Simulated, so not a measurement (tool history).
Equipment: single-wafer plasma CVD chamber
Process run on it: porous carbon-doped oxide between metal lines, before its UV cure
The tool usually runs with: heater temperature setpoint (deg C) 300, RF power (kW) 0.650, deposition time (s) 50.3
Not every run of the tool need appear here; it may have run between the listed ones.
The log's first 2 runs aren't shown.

| run | day | heater temperature setpoint (deg C) | RF power (kW) | deposition time (s) | read-back reference wafer on the same gauge, thickness_nm | mean film thickness on the monitor wafer (Å) |
|---|---|---|---|---|---|---|
| 3 | 0.979 | 300 | 0.650 | 50.3 | 337.904 | 3285.22 |
| 4 | 1.258 | 300 | 0.650 | 50.3 | 338.103 | 3294.21 |
| 5 | 1.729 | 300 | 0.650 | 50.3 | 338.005 | 3289.08 |
| 6 | 2.238 | 300 | 0.650 | 53.5 | 337.867 | 3496.69 |
|  | 2.779 | thermocouple changed; heater temperature recalibrated |
| 7 | 2.800 | 308 | 0.650 | 50.3 | 337.750 | 3170.48 |
| 8 | 2.996 | 308 | 0.650 | 50.3 | 337.837 | 3161.01 |
| 9 | 3.671 | 308 | 0.650 | 50.3 | 337.959 | 3159.41 |
|  | 4.246 | RF generator calibrated |
| 10 | 4.267 | 300 | 0.550 | 50.3 | 337.957 | 2917.56 |
| 11 | 4.517 | 300 | 0.550 | 50.3 | 338.065 | 2919.71 |
| 12 | 5.100 | 300 | 0.650 | 47.2 | 338.107 | 3089.18 |
| 13 | 5.442 | 300 | 0.650 | 47.2 | 337.990 | 3081.21 |
| 14 | 5.904 | 300 | 0.650 | 50.3 | 338.027 | 3282.07 |
| 15 | 6.196 | 315 | 0.705 | 41.6 | 337.984 | 2690.74 |
|  | 6.667 | showerhead replaced |
| 16 | 6.688 | 315 | 0.735 | 50.3 | 338.006 | 3329.85 |
| 17 | 6.858 | 300 | 0.650 | 50.3 | 337.955 | 3297.31 |
| 18 | 7.588 | 311 | 0.590 | 41.9 | 337.914 | 2437.64 |
| 19 | 8.021 | 308 | 0.565 | 59.6 | 338.057 | 3385.75 |
| 20 | 8.383 | 286 | 0.615 | 50.3 | 338.053 | 3406.67 |
| 21 | 8.712 | 300 | 0.650 | 50.3 | 337.949 | 3292.01 |
| 22 | 9.283 | 287 | 0.750 | 44.8 | 337.976 | 3464.31 |
| 23 | 9.571 | 300 | 0.580 | 40.5 | 338.000 | 2448.72 |
|  | 10.725 | gauge calibrated |
| 24 | 11.758 | 300 | 0.650 | 50.3 | 337.972 | 3289.15 |

For run 25, what comes out?
| 25 | 12.338 | 287 | 0.750 | 44.8 | ? | ? |

{"run 25": {"read-back reference wafer on the same gauge, thickness_nm": 337.971, "mean film thickness on the monitor wafer (Å)": 3474.18}}
Had the tool carried no hidden state, the very same run would have given mean film thickness on the monitor wafer (Å) 3474.18.
